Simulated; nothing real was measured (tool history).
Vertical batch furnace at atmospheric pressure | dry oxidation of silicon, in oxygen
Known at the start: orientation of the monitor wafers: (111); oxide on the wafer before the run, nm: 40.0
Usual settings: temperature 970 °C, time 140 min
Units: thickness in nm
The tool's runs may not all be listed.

run	hour	temperature	time	wafers since the last listed run	hours since the last temperature calibration	hours since the boat lift was adjusted	hours since the gauge calibration	read-back reference wafer on the same gauge, thickness	thickness
1	0	981	140	0	3659.3	5506.6	194.5	129.44	120.23
2	13.2	981	140	164	3672.5	5519.8	207.7	129.46	119.98
3	45.4	970	140	400	3704.7	5552	239.9	129.29	112.93
4	67.8	970	140	278	3727.1	5574.4	262.3	129.15	113.05
5	89.4	970	140	268	3748.7	5596	283.9	128.96	112.86
6	110.3	955	140	260	3769.6	5616.9	304.8	128.81	103.86
# hour 140.7: thermocouples replaced and temperature profile calibrated
7	141.2	958	140	85	0.5	5647.8	335.7	128.6	105.45
8	155.8	970	140	181	15.1	5662.4	350.3	128.47	112.43
9	180.6	970	140	308	39.9	5687.2	375.1	128.24	111.65
# hour 198.6: gauge calibrated
# hour 219.4: boat lift adjusted
10	219.9	970	140	190	79.2	0.5	21.3	130	113.4
11	230.6	977	101	133	89.9	11.2	32	129.99	100.3
12	266.1	970	76	442	125.4	46.7	67.5	129.93	85.13
13	284.6	970	161.5	230	143.9	65.2	86	129.95	122.1
14	298.5	959	73.5	173	157.8	79.1	99.9	129.86	79.29
15	316.8	989	93.5	227	176.1	97.4	118.2	129.82	102.56
16	345.5	970	186.5	357	204.8	126.1	146.9	129.76	131.27
17	374.7	983	78	363	234	155.3	176.1	129.62	91.37

4 ways to go on from here, each from the tool as it stands after run 17. What would each give?
A	380.9	970	140	77	240.2	161.5	182.3	?	?
B	380.9	970	120	77	240.2	161.5	182.3	?	?
C	380.9	951	199	77	240.2	161.5	182.3	?	?
D	380.9	963	171	77	240.2	161.5	182.3	?	?

run	read-back reference wafer on the same gauge, thickness	thickness
A	129.62	113.06
B	129.62	104.73
C	129.62	121.54
D	129.62	120.4
Without the tool's hidden state the same runs would have given:
run	thickness
A	113.4
B	105.04
C	121.9
D	120.76

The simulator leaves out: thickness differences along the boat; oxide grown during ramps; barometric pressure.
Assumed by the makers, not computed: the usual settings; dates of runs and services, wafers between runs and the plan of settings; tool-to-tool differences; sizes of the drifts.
